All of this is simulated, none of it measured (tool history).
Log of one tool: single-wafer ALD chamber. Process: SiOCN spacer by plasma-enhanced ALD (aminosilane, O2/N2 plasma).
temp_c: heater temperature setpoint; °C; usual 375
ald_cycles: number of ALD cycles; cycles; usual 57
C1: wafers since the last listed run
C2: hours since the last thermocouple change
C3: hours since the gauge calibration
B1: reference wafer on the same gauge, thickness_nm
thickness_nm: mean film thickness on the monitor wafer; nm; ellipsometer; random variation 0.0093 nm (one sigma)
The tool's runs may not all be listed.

{"run": 1, "hour": 0.0, "temp_c": 378, "ald_cycles": 57, "C1": 0, "C2": 1407.8, "C3": 210.6, "B1": 3.823, "thickness_nm": 3.753}
{"run": 2, "hour": 19.5, "temp_c": 375, "ald_cycles": 57, "C1": 96, "C2": 1427.3, "C3": 230.1, "B1": 3.823, "thickness_nm": 3.777}
{"run": 3, "hour": 46.7, "temp_c": 375, "ald_cycles": 57, "C1": 134, "C2": 1454.5, "C3": 257.3, "B1": 3.822, "thickness_nm": 3.761}
{"run": 4, "hour": 60.0, "temp_c": 383, "ald_cycles": 57, "C1": 65, "C2": 1467.8, "C3": 270.6, "B1": 3.831, "thickness_nm": 3.778}
{"run": 5, "hour": 73.8, "temp_c": 367, "ald_cycles": 62, "C1": 68, "C2": 1481.6, "C3": 284.4, "B1": 3.833, "thickness_nm": 4.11}
{"run": 6, "hour": 96.0, "temp_c": 381, "ald_cycles": 57, "C1": 110, "C2": 1503.8, "C3": 306.6, "B1": 3.832, "thickness_nm": 3.769}
{"run": 7, "hour": 122.0, "temp_c": 381, "ald_cycles": 57, "C1": 129, "C2": 1529.8, "C3": 332.6, "B1": 3.836, "thickness_nm": 3.774}
{"run": 8, "hour": 147.6, "temp_c": 375, "ald_cycles": 63, "C1": 127, "C2": 1555.4, "C3": 358.2, "B1": 3.837, "thickness_nm": 4.187}
{"run": 9, "hour": 181.9, "temp_c": 375, "ald_cycles": 63, "C1": 170, "C2": 1589.7, "C3": 392.5, "B1": 3.832, "thickness_nm": 4.174}
{"run": 10, "hour": 283.3, "temp_c": 375, "ald_cycles": 65, "C1": 503, "C2": 1691.1, "C3": 493.9, "B1": 3.839, "thickness_nm": 4.325}
{"hour": 312.2, "done": "gauge calibrated"}
{"run": 11, "hour": 314.4, "temp_c": 375, "ald_cycles": 57, "C1": 154, "C2": 1722.2, "C3": 2.2, "B1": 3.778, "thickness_nm": 3.714}
{"run": 12, "hour": 328.8, "temp_c": 366, "ald_cycles": 57, "C1": 71, "C2": 1736.6, "C3": 16.6, "B1": 3.787, "thickness_nm": 3.741}
{"run": 13, "hour": 354.9, "temp_c": 375, "ald_cycles": 57, "C1": 129, "C2": 1762.7, "C3": 42.7, "B1": 3.796, "thickness_nm": 3.749}
{"hour": 367.1, "done": "thermocouple changed; heater temperature recalibrated"}
{"run": 14, "hour": 387.4, "temp_c": 375, "ald_cycles": 57, "C1": 121, "C2": 20.3, "C3": 75.2, "B1": 3.804, "thickness_nm": 3.737}
{"run": 15, "hour": 402.9, "temp_c": 375, "ald_cycles": 57, "C1": 76, "C2": 35.8, "C3": 90.7, "B1": 3.809, "thickness_nm": 3.758}
{"run": 16, "hour": 433.6, "temp_c": 375, "ald_cycles": 57, "C1": 152, "C2": 66.5, "C3": 121.4, "B1": 3.815, "thickness_nm": 3.765}
{"run": 17, "hour": 450.7, "temp_c": 375, "ald_cycles": 68, "C1": 84, "C2": 83.6, "C3": 138.5, "B1": 3.822, "thickness_nm": 4.483}
{"run": 18, "hour": 481.0, "temp_c": 380, "ald_cycles": 57, "C1": 150, "C2": 113.9, "C3": 168.8, "B1": 3.828, "thickness_nm": 3.772}
{"run": 19, "hour": 508.5, "temp_c": 367, "ald_cycles": 57, "C1": 136, "C2": 141.4, "C3": 196.3, "B1": 3.831, "thickness_nm": 3.758}
{"run": 20, "hour": 542.9, "temp_c": 363, "ald_cycles": 60, "C1": 170, "C2": 175.8, "C3": 230.7, "B1": 3.841, "thickness_nm": 3.976}
{"run": 21, "hour": 556.5, "temp_c": 375, "ald_cycles": 47, "C1": 67, "C2": 189.4, "C3": 244.3, "B1": 3.838, "thickness_nm": 3.123}
{"run": 22, "hour": 577.1, "temp_c": 382, "ald_cycles": 53, "C1": 102, "C2": 210, "C3": 264.9, "B1": 3.842, "thickness_nm": 3.528}
{"run": 23, "hour": 606.4, "temp_c": 375, "ald_cycles": 57, "C1": 145, "C2": 239.3, "C3": 294.2, "B1": 3.849, "thickness_nm": 3.801}
{"run": 24, "hour": 629.1, "temp_c": 366, "ald_cycles": 61, "C1": 112, "C2": 262, "C3": 316.9, "B1": 3.848, "thickness_nm": 4.071}
{"run": 25, "hour": 643.5, "temp_c": 375, "ald_cycles": 57, "C1": 71, "C2": 276.4, "C3": 331.3, "B1": 3.851, "thickness_nm": 3.801}
{"run": 26, "hour": 679.3, "temp_c": 385, "ald_cycles": 60, "C1": 177, "C2": 312.2, "C3": 367.1, "B1": 3.849, "thickness_nm": 3.996}
{"run": 27, "hour": 714.2, "temp_c": 387, "ald_cycles": 57, "C1": 173, "C2": 347.1, "C3": 402, "B1": 3.85, "thickness_nm": 3.802}
{"run": 28, "hour": 747.8, "temp_c": 385, "ald_cycles": 51, "C1": 166, "C2": 380.7, "C3": 435.6, "B1": 3.853, "thickness_nm": 3.401}
{"run": 29, "hour": 771.5, "temp_c": 375, "ald_cycles": 51, "C1": 117, "C2": 404.4, "C3": 459.3, "B1": 3.859, "thickness_nm": 3.392}
{"run": 30, "hour": 792.5, "temp_c": 360, "ald_cycles": 62, "C1": 104, "C2": 425.4, "C3": 480.3, "B1": 3.858, "thickness_nm": 4.148}
{"run": 31, "hour": 805.7, "temp_c": 384, "ald_cycles": 57, "C1": 65, "C2": 438.6, "C3": 493.5, "B1": 3.856, "thickness_nm": 3.794}
{"run": 32, "hour": 830.2, "temp_c": 371, "ald_cycles": 53, "C1": 121, "C2": 463.1, "C3": 518, "B1": 3.859, "thickness_nm": 3.543}
{"run": 33, "hour": 857.9, "temp_c": 387, "ald_cycles": 57, "C1": 137, "C2": 490.8, "C3": 545.7, "B1": 3.858, "thickness_nm": 3.802}

What the log doesn't show, run by run:
wafer temperature above the value expected at the setpoint (K): 0 in every run
H1: gauge reads high (%)
run=1 H1=1.32
run=2 H1=1.39
run=3 H1=1.48
run=4 H1=1.52
run=5 H1=1.56
run=6 H1=1.61
run=7 H1=1.67
run=8 H1=1.72
run=9 H1=1.77
run=10 H1=1.88
run=11 H1=0.219
run=12 H1=0.39
run=13 H1=0.667
run=14 H1=0.96
run=15 H1=1.08
run=16 H1=1.3
run=17 H1=1.4
run=18 H1=1.56
run=19 H1=1.69
run=20 H1=1.82
run=21 H1=1.87
run=22 H1=1.93
run=23 H1=2.01
run=24 H1=2.06
run=25 H1=2.09
run=26 H1=2.16
run=27 H1=2.21
run=28 H1=2.25
run=29 H1=2.28
run=30 H1=2.3
run=31 H1=2.31
run=32 H1=2.33
run=33 H1=2.35
